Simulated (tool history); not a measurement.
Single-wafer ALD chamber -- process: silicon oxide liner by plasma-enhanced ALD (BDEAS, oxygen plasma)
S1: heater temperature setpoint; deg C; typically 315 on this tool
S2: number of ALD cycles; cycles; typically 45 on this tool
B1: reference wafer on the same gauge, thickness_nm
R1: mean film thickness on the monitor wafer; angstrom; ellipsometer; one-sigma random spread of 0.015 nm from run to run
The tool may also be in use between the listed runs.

Run 1, hour 0.0: usual settings but S2 47 cycles; B1 3.180. Result: R1 38.72 angstrom.
Run 2, hour 14.0: usual settings but S2 47 cycles; B1 3.178. Result: R1 38.81 angstrom.
Run 3, hour 25.2: usual settings but S2 41 cycles; B1 3.186. Result: R1 33.89 angstrom.
Run 4, hour 34.5: usual settings but S2 41 cycles; B1 3.181. Result: R1 33.76 angstrom.
Run 5, hour 48.1: usual settings but S1 310 deg C, S2 49 cycles; B1 3.183. Result: R1 40.75 angstrom.
Run 6, hour 60.8: usual settings but S1 310 deg C, S2 49 cycles; B1 3.183. Result: R1 40.53 angstrom.
Run 7, hour 75.1: usual settings; B1 3.181. Result: R1 37.34 angstrom.
Run 8, hour 82.7: usual settings; B1 3.177. Result: R1 37.06 angstrom.
At hour 90.9: gauge calibrated.
Run 9, hour 109.7: usual settings; B1 3.186. Result: R1 37.22 angstrom.
Run 10, hour 130.5: usual settings; B1 3.179. Result: R1 37.24 angstrom.
Run 11, hour 146.4: usual settings but S1 308 deg C, S2 51 cycles; B1 3.180. Result: R1 42.46 angstrom.
Run 12, hour 160.3: usual settings but S1 328 deg C, S2 41 cycles; B1 3.182. Result: R1 33.22 angstrom.
At hour 183.4: thermocouple changed; heater temperature recalibrated.
Run 13, hour 183.9: usual settings; B1 3.184. Result: R1 37.02 angstrom.
Run 14, hour 192.9: usual settings but S1 324 deg C, S2 47 cycles; B1 3.186. Result: R1 38.44 angstrom.
Run 15, hour 208.2: usual settings but S1 323 deg C, S2 52 cycles; B1 3.178. Result: R1 42.51 angstrom.
Run 16, hour 214.7: usual settings but S1 308 deg C, S2 47 cycles; B1 3.179. Result: R1 39.11 angstrom.
Run 17, hour 224.4: usual settings but S1 303 deg C; B1 3.178. Result: R1 37.72 angstrom.
Run 18, hour 231.0: usual settings but S1 328 deg C, S2 41 cycles; B1 3.179. Result: R1 33.21 angstrom.
At hour 242.3: gauge calibrated.
Run 19, hour 244.6: usual settings; B1 3.186. Result: R1 37.03 angstrom.
Run 20, hour 259.9: usual settings but S2 49 cycles; B1 3.183. Result: R1 40.53 angstrom.
Run 21, hour 270.4: usual settings; B1 3.183. Result: R1 37.21 angstrom.

5 ways to go on from here, each from the tool as it stands after run 21. What would each give?
Run A, hour 270.9: usual settings; B1 ?. Result: R1 ?.
Run B, hour 270.9: usual settings but S1 304 deg C, S2 36 cycles; B1 ?. Result: R1 ?.
Run C, hour 270.9: usual settings but S1 323 deg C, S2 42 cycles; B1 ?. Result: R1 ?.
Run D, hour 270.9: usual settings but S1 322 deg C, S2 50 cycles; B1 ?. Result: R1 ?.
Run E, hour 270.9: usual settings but S2 48 cycles; B1 ?. Result: R1 ?.

run     B1     R1
  A  3.179  37.08
  B  3.179  30.12
  C  3.179  34.23
  D  3.179  40.80
  E  3.179  39.56
Had the tool no hidden state, the same runs would have come out as:
run     R1
  A  37.08
  B  30.12
  C  34.23
  D  40.80
  E  39.56

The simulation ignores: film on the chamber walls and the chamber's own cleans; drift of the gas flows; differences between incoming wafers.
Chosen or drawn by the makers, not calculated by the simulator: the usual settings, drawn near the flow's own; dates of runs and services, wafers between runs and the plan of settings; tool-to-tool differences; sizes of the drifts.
